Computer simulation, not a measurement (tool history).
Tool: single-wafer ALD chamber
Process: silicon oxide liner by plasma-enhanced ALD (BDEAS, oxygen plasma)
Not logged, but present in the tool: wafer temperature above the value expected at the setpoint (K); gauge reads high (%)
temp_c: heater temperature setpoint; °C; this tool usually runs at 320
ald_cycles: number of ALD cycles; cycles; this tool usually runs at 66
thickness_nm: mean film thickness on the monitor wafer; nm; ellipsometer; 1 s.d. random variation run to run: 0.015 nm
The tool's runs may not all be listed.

run,hour,temp_c,ald_cycles,wafers since the last listed run,hours since the last thermocouple change,hours since the gauge calibration,"read-back reference wafer on the same gauge, thickness_nm",thickness_nm
1,0.0,320,59,0,744.6,346.2,6.650,5.458
2,45.3,320,73,316,789.9,391.5,6.651,6.759
3,101.8,320,73,395,846.4,448.0,6.647,6.741
4,307.1,320,73,1435,1051.7,653.3,6.655,6.757
5,337.4,320,66,211,1082.0,683.6,6.652,6.085
6,387.7,320,66,351,1132.3,733.9,6.655,6.112
7,418.9,320,66,218,1163.5,765.1,6.647,6.076
8,462.0,320,66,301,1206.6,808.2,6.655,6.117
9,519.4,320,66,401,1264.0,865.6,6.645,6.115
10,638.2,320,76,830,1382.8,984.4,6.649,7.024
11,705.8,320,76,472,1450.4,1052.0,6.650,6.988
# hour 759.3: gauge calibrated
12,766.8,320,76,426,1511.4,7.5,6.651,7.005
13,806.4,320,66,276,1551.0,47.1,6.647,6.056
14,864.6,320,66,406,1609.2,105.3,6.648,6.107
15,901.5,320,66,258,1646.1,142.2,6.648,6.087
16,946.4,320,66,313,1691.0,187.1,6.648,6.068
17,973.4,315,66,188,1718.0,214.1,6.650,6.139
18,1024.2,315,66,355,1768.8,264.9,6.650,6.109
19,1088.1,320,66,446,1832.7,328.8,6.650,6.088
20,1153.8,320,66,459,1898.4,394.5,6.653,6.071
21,1216.9,320,72,441,1961.5,457.6,6.658,6.645
22,1256.0,320,72,273,2000.6,496.7,6.651,6.622
23,1288.2,320,66,225,2032.8,528.9,6.643,6.075
24,1325.2,328,66,258,2069.8,565.9,6.653,5.982
25,1383.9,320,66,410,2128.5,624.6,6.651,6.073
26,1432.2,330,66,337,2176.8,672.9,6.653,5.955
27,1470.0,331,77,264,2214.6,710.7,6.651,6.972
28,1523.0,320,66,370,2267.6,763.7,6.648,6.055
29,1584.8,330,76,432,2329.4,825.5,6.653,6.853
30,1614.1,333,72,204,2358.7,854.8,6.655,6.463
31,1663.5,320,56,345,2408.1,904.2,6.643,5.156
32,1707.6,331,59,308,2452.2,948.3,6.657,5.328
# hour 1820.9: thermocouple changed; heater temperature recalibrated
33,1842.3,320,56,886,21.4,1083.0,6.647,5.192
34,1870.8,320,66,199,49.9,1111.5,6.652,6.107
35,1923.2,320,60,366,102.3,1163.9,6.653,5.537
36,1979.4,327,66,393,158.5,1220.1,6.647,6.053
37,2024.2,320,71,313,203.3,1264.9,6.657,6.568
38,2048.2,308,66,167,227.3,1288.9,6.651,6.241
39,2088.5,334,57,281,267.6,1329.2,6.659,5.161
# hour 2129.9: gauge calibrated
40,2149.8,309,55,428,328.9,19.9,6.653,5.163
41,2182.7,325,66,230,361.8,52.8,6.655,6.056
42,2225.4,328,66,298,404.5,95.5,6.647,6.026
43,2267.4,320,66,293,446.5,137.5,6.645,6.144
44,2311.2,305,66,306,490.3,181.3,6.652,6.266
45,2349.8,329,75,269,528.9,219.9,6.644,6.877
46,2414.5,326,66,452,593.6,284.6,6.644,6.051
47,2465.6,327,70,357,644.7,335.7,6.651,6.409

Consider 3 possible next runs. They are alternatives, not a sequence: every one starts from the tool as it was left by run 47. What does each give?
A,2466.1,320,66,3,645.2,336.2,?,?
B,2466.1,308,79,3,645.2,336.2,?,?
C,2466.1,320,54,3,645.2,336.2,?,?

run,"read-back reference wafer on the same gauge, thickness_nm",thickness_nm
A,6.650,6.114
B,6.650,7.455
C,6.650,5.003
Without the tool's unlogged condition, the same runs would have read:
run,thickness_nm
A,6.116
B,7.456
C,5.004

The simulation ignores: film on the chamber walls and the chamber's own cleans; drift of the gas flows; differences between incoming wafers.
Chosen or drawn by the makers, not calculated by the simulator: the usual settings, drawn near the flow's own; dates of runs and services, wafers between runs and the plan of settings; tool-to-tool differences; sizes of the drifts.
